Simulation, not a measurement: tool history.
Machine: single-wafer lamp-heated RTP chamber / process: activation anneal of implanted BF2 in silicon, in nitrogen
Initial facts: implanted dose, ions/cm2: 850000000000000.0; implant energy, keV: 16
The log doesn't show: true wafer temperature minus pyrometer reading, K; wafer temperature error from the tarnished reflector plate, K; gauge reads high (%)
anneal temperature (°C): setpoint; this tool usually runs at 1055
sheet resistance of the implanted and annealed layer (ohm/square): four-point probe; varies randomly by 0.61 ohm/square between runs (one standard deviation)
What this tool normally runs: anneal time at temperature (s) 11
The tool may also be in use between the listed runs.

run     day  anneal temperature (°C)  anneal time at temperature (s)  wafers since the last listed run  wafers since the last pyrometer calibration  wafers since the reflector plate was cleaned  hours since the gauge calibration  read-back reference wafer on the same gauge, sheet resistance  sheet resistance of the implanted and annealed layer (ohm/square)
  1   0.000                     1055                              11                                 0                                         2272                                         10297                              400.7                                                         188.99                                                             187.41
  2   0.546                     1055                              11                               326                                         2598                                         10623                              413.8                                                         188.77                                                             186.79
  3   1.142                     1055                              11                               356                                         2955                                         10979                              428.1                                                         188.84                                                             186.71
  4   1.771                     1055                              11                               376                                         3331                                         11355                              443.2                                                         188.96                                                             186.53
  5   2.308                     1055                              11                               321                                         3652                                         11677                              456.1                                                         188.92                                                             187.49
      2.883  -- gauge calibrated
  6   3.033                     1055                              11                               433                                         4085                                         12110                                3.6                                                         189.04                                                             186.33
      3.742  -- reflector plate cleaned
  7   3.762                     1055                              11                               236                                         4322                                            12                               21.1                                                         188.98                                                             190.42
  8   3.842                     1063                              11                                47                                         4369                                            59                               23.0                                                         188.95                                                             185.43
  9   4.375                     1063                              11                               318                                         4688                                           378                               35.8                                                         188.90                                                             184.68
 10   4.788                     1055                              11                               246                                         4935                                           625                               45.7                                                         189.07                                                             190.36
 11   5.312                     1055                              11                               313                                         5248                                           939                               58.3                                                         188.92                                                             189.09
 12   5.871                     1055                              11                               333                                         5582                                          1272                               71.7                                                         189.22                                                             188.95
 13   6.258                     1055                              11                               231                                         5814                                          1504                               81.0                                                         189.12                                                             188.87
 14   6.983                     1055                               6                               433                                         6247                                          1937                               98.4                                                         188.83                                                             205.54
 15   7.692                     1075                               9                               423                                         6671                                          2361                              115.4                                                         189.02                                                             181.82
 16   8.088                     1039                              14                               236                                         6907                                          2597                              124.9                                                         189.01                                                             198.00
      8.538  -- pyrometer window cleaned and pyrometer calibrated
 17   8.767                     1055                              11                               206                                          136                                          2804                              141.2                                                         188.90                                                             189.39
 18   9.150                     1036                              11                               229                                          365                                          3033                              150.4                                                         189.03                                                             207.25
 19   9.600                     1055                              15                               268                                          634                                          3302                              161.2                                                         189.10                                                             183.13
 20  10.162                     1055                              11                               336                                          970                                          3638                              174.7                                                         188.92                                                             189.69
 21  10.867                     1055                              11                               420                                         1391                                          4059                              191.6                                                         189.19                                                             189.57
 22  11.200                     1055                              11                               199                                         1590                                          4258                              199.6                                                         188.82                                                             189.71
 23  11.492                     1031                              11                               174                                         1765                                          4433                              206.6                                                         189.01                                                             211.97
 24  11.779                     1055                              11                               171                                         1937                                          4605                              213.5                                                         189.05                                                             187.76
 25  12.267                     1036                               7                               291                                         2228                                          4896                              225.2                                                         189.07                                                             219.24
 26  12.675                     1075                              11                               244                                         2472                                          5140                              235.0                                                         189.01                                                             177.76
 27  13.125                     1055                              11                               268                                         2741                                          5409                              245.8                                                         188.94                                                             189.58
 28  13.458                     1079                              11                               199                                         2940                                          5608                              253.8                                                         189.23                                                             176.65
 29  14.150                     1055                              11                               413                                         3354                                          6022                              270.4                                                         189.00                                                             188.64
 30  14.600                     1064                               6                               268                                         3623                                          6291                              281.2                                                         188.97                                                             196.49
 31  15.350                     1042                              13                               448                                         4071                                          6739                              299.2                                                         189.08                                                             195.98
 32  15.642                     1073                               4                               174                                         4245                                          6913                              306.2                                                         188.97                                                             196.39
 33  15.967                     1055                              11                               194                                         4440                                          7108                              314.0                                                         188.88                                                             187.46
 34  16.358                     1078                               9                               234                                         4674                                          7342                              323.4                                                         189.02                                                             178.78
 35  16.750                     1073                               5                               234                                         4908                                          7576                              332.8                                                         188.96                                                             191.94
 36  17.075                     1037                               7                               194                                         5102                                          7770                              340.6                                                         189.24                                                             214.53

Hidden state at the last listed run before each entry between runs and at the first one after, where it differs:
Runs 5 to 6: gauge calibrated (day 2.883)
  wafer temperature error from the tarnished reflector plate, K: 7.18 -> 7.64
  what was measured, less what the result would be without the hidden state, sheet resistance of the implanted and annealed layer (ohm/square): -4.93 -> -5.19
Runs 6 to 7: reflector plate cleaned (day 3.742)
  wafer temperature error from the tarnished reflector plate, K: 7.64 -> 1.52
  what was measured, less what the result would be without the hidden state, sheet resistance of the implanted and annealed layer (ohm/square): -5.19 -> -1.11
Runs 16 to 17: pyrometer window cleaned and pyrometer calibrated (day 8.538)
  wafer temperature error from the tarnished reflector plate, K: 1.82 -> 1.92
  what was measured, less what the result would be without the hidden state, sheet resistance of the implanted and annealed layer (ohm/square): -1.77 -> -1.39
